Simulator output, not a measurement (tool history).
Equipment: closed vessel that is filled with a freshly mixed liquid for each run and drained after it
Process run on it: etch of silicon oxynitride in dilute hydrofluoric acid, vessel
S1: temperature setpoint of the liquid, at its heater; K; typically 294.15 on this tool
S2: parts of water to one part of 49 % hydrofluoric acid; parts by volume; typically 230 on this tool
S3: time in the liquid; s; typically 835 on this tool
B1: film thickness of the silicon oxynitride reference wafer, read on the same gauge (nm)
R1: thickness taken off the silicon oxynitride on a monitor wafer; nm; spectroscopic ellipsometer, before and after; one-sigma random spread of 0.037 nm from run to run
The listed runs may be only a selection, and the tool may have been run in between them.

Run 1, hour 0.0: usual settings but S2 285 parts by volume; B1 70.01. Result: R1 8.34 nm.
Run 2, hour 14.3: usual settings but S2 285 parts by volume; B1 70.00. Result: R1 8.43 nm.
Run 3, hour 27.1: usual settings; B1 69.98. Result: R1 10.77 nm.
Run 4, hour 37.7: usual settings; B1 69.97. Result: R1 10.82 nm.
Run 5, hour 54.5: usual settings but S1 291.15 K, S2 180 parts by volume; B1 70.01. Result: R1 12.47 nm.
Run 6, hour 66.9: usual settings but S1 291.15 K, S2 180 parts by volume; B1 70.02. Result: R1 12.48 nm.
Run 7, hour 75.0: usual settings but S1 291.15 K, S2 180 parts by volume; B1 69.97. Result: R1 12.54 nm.
Run 8, hour 81.5: usual settings but S1 296.15 K, S3 490 s; B1 69.96. Result: R1 6.87 nm.
Run 9, hour 93.2: usual settings but S2 300 parts by volume, S3 1010 s; B1 70.04. Result: R1 9.50 nm.
Run 10, hour 105.5: usual settings but S2 300 parts by volume, S3 1010 s; B1 70.02. Result: R1 9.47 nm.
Run 11, hour 111.6: usual settings but S2 300 parts by volume, S3 1010 s; B1 70.03. Result: R1 9.51 nm.
At hour 121.2: thermometer replaced.
Run 12, hour 121.7: usual settings but S2 280 parts by volume; B1 69.99. Result: R1 7.58 nm.
Run 13, hour 139.2: usual settings; B1 69.99. Result: R1 9.56 nm.
Run 14, hour 152.3: usual settings but S2 165 parts by volume; B1 70.02. Result: R1 13.94 nm.
Run 15, hour 168.2: usual settings; B1 69.98. Result: R1 9.58 nm.
Run 16, hour 190.7: usual settings but S2 200 parts by volume, S3 1010 s; B1 69.97. Result: R1 13.46 nm.
Run 17, hour 196.9: usual settings but S1 291.65 K; B1 69.97. Result: R1 8.53 nm.
At hour 208.5: hydrofluoric acid flow meter replaced.
Run 18, hour 211.6: usual settings; B1 70.05. Result: R1 9.92 nm.
Run 19, hour 218.6: usual settings; B1 69.98. Result: R1 9.91 nm.
Run 20, hour 236.2: usual settings; B1 70.00. Result: R1 9.90 nm.
Run 21, hour 247.1: usual settings but S1 295.65 K; B1 70.00. Result: R1 10.62 nm.
At hour 251.3: gauge calibrated.
Run 22, hour 259.5: usual settings but S1 295.65 K, S2 185 parts by volume, S3 445 s; B1 69.98. Result: R1 7.34 nm.
Run 23, hour 296.8: usual settings; B1 69.98. Result: R1 9.97 nm.
Run 24, hour 310.9: usual settings but S2 300 parts by volume; B1 69.98. Result: R1 7.30 nm.
Run 25, hour 325.8: usual settings but S1 296.65 K, S2 120 parts by volume, S3 580 s; B1 69.99. Result: R1 16.02 nm.
Run 26, hour 337.2: usual settings but S1 296.15 K, S2 175 parts by volume, S3 1280 s; B1 69.99. Result: R1 22.92 nm.
Run 27, hour 349.5: usual settings but S1 297.15 K, S2 170 parts by volume; B1 69.97. Result: R1 16.09 nm.
Run 28, hour 359.3: usual settings but S2 330 parts by volume; B1 70.01. Result: R1 6.50 nm.
Run 29, hour 368.5: usual settings but S2 300 parts by volume, S3 1010 s; B1 70.01. Result: R1 8.82 nm.
Run 30, hour 379.0: usual settings but S2 290 parts by volume; B1 70.02. Result: R1 7.56 nm.
Run 31, hour 419.3: usual settings but S2 300 parts by volume, S3 1010 s; B1 69.97. Result: R1 8.83 nm.
Run 32, hour 430.2: usual settings but S3 520 s; B1 69.95. Result: R1 6.19 nm.
Run 33, hour 443.3: usual settings; B1 70.01. Result: R1 9.93 nm.

Measured less the same run without the tool's hidden state. The same run-to-run variation is in both; the gauge's scatter may not be:
The hidden state here: liquid hotter than its thermometer reads (K); hydrofluoric acid flow below the setpoint (%); gauge reads high (%).
run     R1
  1  +0.65
  2  +0.65
  3  +0.87
  4  +0.88
  5  +1.11
  6  +1.10
  7  +1.11
  8  +0.54
  9  +0.72
 10  +0.72
 11  +0.72
 12  -0.28
 13  -0.35
 14  -0.50
 15  -0.36
 16  -0.49
 17  -0.31
 18  +0.05
 19  +0.05
 20  +0.04
 21  +0.05
 22  +0.04
 23  +0.04
 24  +0.04
 25  +0.08
 26  +0.11
 27  +0.07
 28  +0.03
 29  +0.04
 30  +0.03
 31  +0.04
 32  +0.02
 33  +0.05

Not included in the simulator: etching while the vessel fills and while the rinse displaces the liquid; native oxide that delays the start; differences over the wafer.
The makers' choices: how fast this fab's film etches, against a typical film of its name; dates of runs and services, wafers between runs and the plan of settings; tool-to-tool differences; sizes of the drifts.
